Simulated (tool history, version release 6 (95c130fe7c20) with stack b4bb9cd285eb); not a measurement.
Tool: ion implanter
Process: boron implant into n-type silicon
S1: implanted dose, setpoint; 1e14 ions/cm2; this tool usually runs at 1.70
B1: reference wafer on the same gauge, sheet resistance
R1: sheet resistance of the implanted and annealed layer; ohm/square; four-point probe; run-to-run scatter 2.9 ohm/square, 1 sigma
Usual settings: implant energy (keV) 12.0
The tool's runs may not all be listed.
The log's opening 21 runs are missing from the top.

{"run": 22, "hour": 1185.6, "S1": 1.95, "implant energy (keV)": 14.0, "B1": 601.46, "R1": 471.03}
{"run": 23, "hour": 1249.1, "S1": 1.7, "implant energy (keV)": 12.0, "B1": 601.06, "R1": 533.84}
{"run": 24, "hour": 1319.5, "S1": 2.07, "implant energy (keV)": 8.0, "B1": 598.75, "R1": 480.49}
{"run": 25, "hour": 1387.0, "S1": 1.37, "implant energy (keV)": 9.5, "B1": 599.56, "R1": 656.51}
{"run": 26, "hour": 1415.1, "S1": 1.9, "implant energy (keV)": 12.0, "B1": 600.6, "R1": 496.28}
{"hour": 1469.1, "done": "gauge calibrated"}
{"run": 27, "hour": 1486.9, "S1": 1.38, "implant energy (keV)": 14.5, "B1": 600.62, "R1": 624.54}
{"run": 28, "hour": 1551.9, "S1": 2.11, "implant energy (keV)": 8.0, "B1": 599.96, "R1": 482.67}
{"hour": 1570.8, "done": "Faraday cup replaced and dose calibrated"}
{"run": 29, "hour": 1605.3, "S1": 1.7, "implant energy (keV)": 12.0, "B1": 601.4, "R1": 534.98}
{"run": 30, "hour": 1657.3, "S1": 1.27, "implant energy (keV)": 12.0, "B1": 599.51, "R1": 657.85}
{"run": 31, "hour": 1711.9, "S1": 1.7, "implant energy (keV)": 12.0, "B1": 600.41, "R1": 533.32}
{"run": 32, "hour": 1764.3, "S1": 1.84, "implant energy (keV)": 16.0, "B1": 600.11, "R1": 486.21}
{"run": 33, "hour": 1924.5, "S1": 2.17, "implant energy (keV)": 9.0, "B1": 600.67, "R1": 461.94}
{"run": 34, "hour": 1985.3, "S1": 1.31, "implant energy (keV)": 16.0, "B1": 599.78, "R1": 632.96}
{"run": 35, "hour": 2022.0, "S1": 1.47, "implant energy (keV)": 8.5, "B1": 600.28, "R1": 631.21}
{"run": 36, "hour": 2059.4, "S1": 1.88, "implant energy (keV)": 9.5, "B1": 599.11, "R1": 517.71}
{"run": 37, "hour": 2089.6, "S1": 1.7, "implant energy (keV)": 12.0, "B1": 600.45, "R1": 542.56}

Here are 4 independent what-if runs from the current tool condition. What would each one return?
{"run": "A", "hour": 2090.0, "S1": 1.35, "implant energy (keV)": 12.0, "B1": "?", "R1": "?"}
{"run": "B", "hour": 2090.0, "S1": 1.25, "implant energy (keV)": 8.5, "B1": "?", "R1": "?"}
{"run": "C", "hour": 2090.0, "S1": 1.35, "implant energy (keV)": 8.0, "B1": "?", "R1": "?"}
{"run": "D", "hour": 2090.0, "S1": 1.22, "implant energy (keV)": 15.5, "B1": "?", "R1": "?"}

run=A B1=598.76 R1=641.86
run=B B1=598.76 R1=712.09
run=C B1=598.76 R1=676.36
run=D B1=598.76 R1=667.05
Take away the tool's hidden state, keep each run's random variation, and the runs would have read:
run=A R1=620.10
run=B R1=687.31
run=C R1=652.72
run=D R1=644.96

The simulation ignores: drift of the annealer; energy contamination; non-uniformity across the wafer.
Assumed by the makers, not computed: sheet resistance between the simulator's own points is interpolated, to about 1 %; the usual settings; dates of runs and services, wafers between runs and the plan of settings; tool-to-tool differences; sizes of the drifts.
